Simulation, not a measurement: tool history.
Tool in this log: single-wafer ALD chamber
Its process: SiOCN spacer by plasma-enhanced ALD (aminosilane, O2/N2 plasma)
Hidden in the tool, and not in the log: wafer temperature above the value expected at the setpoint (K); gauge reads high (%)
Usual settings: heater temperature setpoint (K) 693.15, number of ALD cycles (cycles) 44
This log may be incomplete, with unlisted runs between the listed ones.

run   hour  heater temperature setpoint (K)  number of ALD cycles (cycles)  wafers since the last listed run  hours since the last thermocouple change  hours since the gauge calibration  read-back reference wafer on the same gauge, thickness_nm  mean film thickness on the monitor wafer (nm)
  1      0                           683.15                             44                                 0                                    2336.1                               74.3                                                      3.092                                          2.956
  2     13                           683.15                             44                                87                                    2349.1                               87.3                                                       3.09                                          2.962
  3   65.5                           693.15                             44                               353                                    2401.6                              139.8                                                      3.091                                          2.881
  4   82.1                           693.15                             44                               111                                    2418.2                              156.4                                                      3.088                                          2.881
  5  115.6                           693.15                             51                               225                                    2451.7                              189.9                                                      3.088                                           3.33
  6    150                           693.15                             44                               231                                    2486.1                              224.3                                                       3.09                                          2.877
  7  179.1                           693.15                             44                               196                                    2515.2                              253.4                                                       3.09                                          2.876
     242.4  -- thermocouple changed; heater temperature recalibrated
  8  242.9                           693.15                             44                               376                                       0.5                              317.2                                                      3.091                                           2.88
  9  259.1                           693.15                             44                               109                                      16.7                              333.4                                                      3.091                                          2.877
 10  276.4                           693.15                             44                               116                                        34                              350.7                                                      3.092                                          2.872
 11  292.5                           693.15                             44                               108                                      50.1                              366.8                                                      3.089                                          2.873
 12  327.2                           693.15                             44                               233                                      84.8                              401.5                                                      3.092                                           2.88
     330.9  -- gauge calibrated
 13  360.2                           693.15                             44                               222                                     117.8                               29.3                                                      3.091                                           2.88
 14  385.8                           699.15                             50                               172                                     143.4                               54.9                                                      3.093                                          3.235
 15  418.9                           682.15                             49                               223                                     176.5                                 88                                                       3.09                                          3.302
 16  438.9                           699.15                             40                               134                                     196.5                                108                                                      3.089                                          2.568
 17  456.3                           693.15                             44                               117                                     213.9                              125.4                                                      3.087                                          2.879
 18  476.5                           702.15                             42                               136                                     234.1                              145.6                                                       3.09                                          2.676
 19  493.8                           683.15                             46                               116                                     251.4                              162.9                                                      3.088                                          3.093

Expected results for the next run?
 20  522.8                           704.15                             50                               195                                     280.4                              191.9                                                          ?                                              ?

read-back reference wafer on the same gauge, thickness_nm: 3.091
mean film thickness on the monitor wafer (nm): 3.165
Without the tool's hidden state the same run would have given mean film thickness on the monitor wafer (nm) 3.165.
